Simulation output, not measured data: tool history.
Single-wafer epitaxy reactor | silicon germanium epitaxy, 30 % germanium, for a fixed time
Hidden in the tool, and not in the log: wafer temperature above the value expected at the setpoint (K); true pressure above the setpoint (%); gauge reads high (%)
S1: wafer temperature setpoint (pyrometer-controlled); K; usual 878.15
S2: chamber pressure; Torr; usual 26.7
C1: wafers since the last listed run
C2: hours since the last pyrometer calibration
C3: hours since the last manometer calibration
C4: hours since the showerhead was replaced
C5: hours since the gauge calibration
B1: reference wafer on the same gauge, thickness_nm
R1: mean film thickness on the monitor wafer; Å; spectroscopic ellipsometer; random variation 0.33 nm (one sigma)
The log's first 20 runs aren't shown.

| run | hour | S1 | S2 | C1 | C2 | C3 | C4 | C5 | B1 | R1 |
|---|---|---|---|---|---|---|---|---|---|---|
| 21 | 220.9 | 878.15 | 23.2 | 122 | 135.8 | 81.9 | 3135.1 | 69 | 80.02 | 800.39 |
| 22 | 232.4 | 868.15 | 20.7 | 136 | 147.3 | 93.4 | 3146.6 | 80.5 | 80.14 | 660.79 |
| 23 | 244.5 | 869.15 | 31.7 | 143 | 159.4 | 105.5 | 3158.7 | 92.6 | 80.128 | 755.2 |
| 24 | 252 | 888.15 | 21.5 | 89 | 166.9 | 113 | 3166.2 | 100.1 | 80.232 | 924.8 |
| 25 | 264.4 | 883.15 | 20.1 | 147 | 179.3 | 125.4 | 3178.6 | 112.5 | 80.142 | 837.59 |
| 26 | 279.8 | 865.15 | 30.7 | 182 | 194.7 | 140.8 | 3194 | 127.9 | 79.978 | 700.03 |
| 27 | 290.6 | 882.15 | 20.9 | 128 | 205.5 | 151.6 | 3204.8 | 138.7 | 80.215 | 831.08 |
| 28 | 300.8 | 878.15 | 32.6 | 121 | 215.7 | 161.8 | 3215 | 148.9 | 80.084 | 885.18 |
| 29 | 306.9 | 873.15 | 31.5 | 72 | 221.8 | 167.9 | 3221.1 | 155 | 80.056 | 805.61 |
|  | 321.1 | showerhead replaced |
| 30 | 321.6 | 865.15 | 26.7 | 79 | 236.5 | 182.6 | 0.5 | 169.7 | 80.127 | 675.89 |
| 31 | 323.1 | 886.15 | 26.7 | 17 | 238 | 184.1 | 2 | 171.2 | 80.049 | 949.39 |

Forecast run 32:
| 32 | 332 | 888.15 | 21.5 | 105 | 246.9 | 193 | 10.9 | 180.1 | ? | ? |

Run 32 gave B1 80.016, R1 920.07 Å.
Without the tool's hidden state the same run would have given R1 915.8 Å.
